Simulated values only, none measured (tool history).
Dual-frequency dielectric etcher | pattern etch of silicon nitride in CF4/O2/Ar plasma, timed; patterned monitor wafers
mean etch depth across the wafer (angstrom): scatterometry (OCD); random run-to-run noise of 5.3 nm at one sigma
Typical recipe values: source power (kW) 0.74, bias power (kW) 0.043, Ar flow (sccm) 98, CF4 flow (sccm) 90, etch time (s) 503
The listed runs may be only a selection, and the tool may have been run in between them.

run,hour,source power (kW),bias power (kW),Ar flow (sccm),CF4 flow (sccm),etch time (s),wafers since the last listed run,hours since the last wet clean,hours since the last source power generator calibration,hours since the last bias power generator calibration,hours since the last Ar flow controller change,hours since the last CF4 flow controller change,hours since the last upper electrode change,hours since the gauge calibration,"read-back reference wafer on the same gauge, depth_nm",mean etch depth across the wafer (angstrom)
1,0,0.74,0.043,98,90,503,0,626.1,2810.1,3403.2,37.3,2163.7,90.4,107.8,1229.6,10860
# hour 27.6: wet clean of the chamber
2,28.1,0.89,0.047,98,111,503,17,0.5,2838.2,3431.3,65.4,2191.8,118.5,135.9,1230.1,15659
3,36.7,0.63,0.049,87,82,503,36,9.1,2846.8,3439.9,74,2200.4,127.1,144.5,1230.3,9283
# hour 51: source power generator calibrated
4,51.5,0.74,0.043,98,90,503,45,23.9,0.5,3454.7,88.8,2215.2,141.9,159.3,1230.5,11663
5,65,0.74,0.052,98,90,605,56,37.4,14,3468.2,102.3,2228.7,155.4,172.8,1229.3,16237
6,94.3,0.74,0.043,98,90,503,123,66.7,43.3,3497.5,131.6,2258,184.7,202.1,1230.4,11630
# hour 108.3: CF4 flow controller replaced
# hour 111.2: bias power generator calibrated
7,113.5,0.74,0.043,122,90,565.5,43,85.9,62.5,2.3,150.8,5.2,203.9,221.3,1229.8,12554
8,134,0.74,0.048,113,90,503,86,106.4,83,22.8,171.3,25.7,224.4,241.8,1230.2,12268
9,152.6,0.74,0.043,98,90,581.5,78,125,101.6,41.4,189.9,44.3,243,260.4,1229.7,13414
10,169.6,0.74,0.051,81,90,503,71,142,118.6,58.4,206.9,61.3,260,277.4,1228.9,13724
11,187,0.68,0.043,98,90,651,73,159.4,136,75.8,224.3,78.7,277.4,294.8,1229.8,13261
12,221,0.74,0.043,98,90,503,143,193.4,170,109.8,258.3,112.7,311.4,328.8,1230.4,11656
13,251.8,0.74,0.043,98,90,503,129,224.2,200.8,140.6,289.1,143.5,342.2,359.6,1229.4,11697
14,271,0.81,0.043,98,90,503,80,243.4,220,159.8,308.3,162.7,361.4,378.8,1231.3,13444
15,301.2,0.74,0.034,120,78,455,127,273.6,250.2,190,338.5,192.9,391.6,409,1230.5,7924
16,335,0.68,0.033,98,80,397.5,142,307.4,284,223.8,372.3,226.7,425.4,442.8,1229.2,6142
17,350.1,0.74,0.036,98,70,374.5,63,322.5,299.1,238.9,387.4,241.8,440.5,457.9,1230.7,7000
18,378.8,0.74,0.043,120,80,617.5,121,351.2,327.8,267.6,416.1,270.5,469.2,486.6,1229.2,13452
19,399.8,0.65,0.043,98,96,503,88,372.2,348.8,288.6,437.1,291.5,490.2,507.6,1228.9,9542
20,434.4,0.67,0.033,98,97,394,145,406.8,383.4,323.2,471.7,326.1,524.8,542.2,1230.6,6229
21,453.5,0.62,0.043,111,90,503,80,425.9,402.5,342.3,490.8,345.2,543.9,561.3,1230.1,8443
22,479.6,0.74,0.043,98,90,503,110,452,428.6,368.4,516.9,371.3,570,587.4,1229.8,11660

Below are 3 alternative next runs, each starting from the tool's condition after run 22. Predict each:
A,480.2,0.74,0.043,98,90,503,2,452.6,429.2,369,517.5,371.9,570.6,588,?,?
B,480.2,0.74,0.05,98,77,438.5,2,452.6,429.2,369,517.5,371.9,570.6,588,?,?
C,480.2,0.82,0.05,98,80,570.5,2,452.6,429.2,369,517.5,371.9,570.6,588,?,?

run,"read-back reference wafer on the same gauge, depth_nm",mean etch depth across the wafer (angstrom)
A,1230.7,11679
B,1230.7,11077
C,1230.7,16924
Without the tool's hidden state the same runs would have given:
run,mean etch depth across the wafer (angstrom)
A,11555
B,10961
C,16745
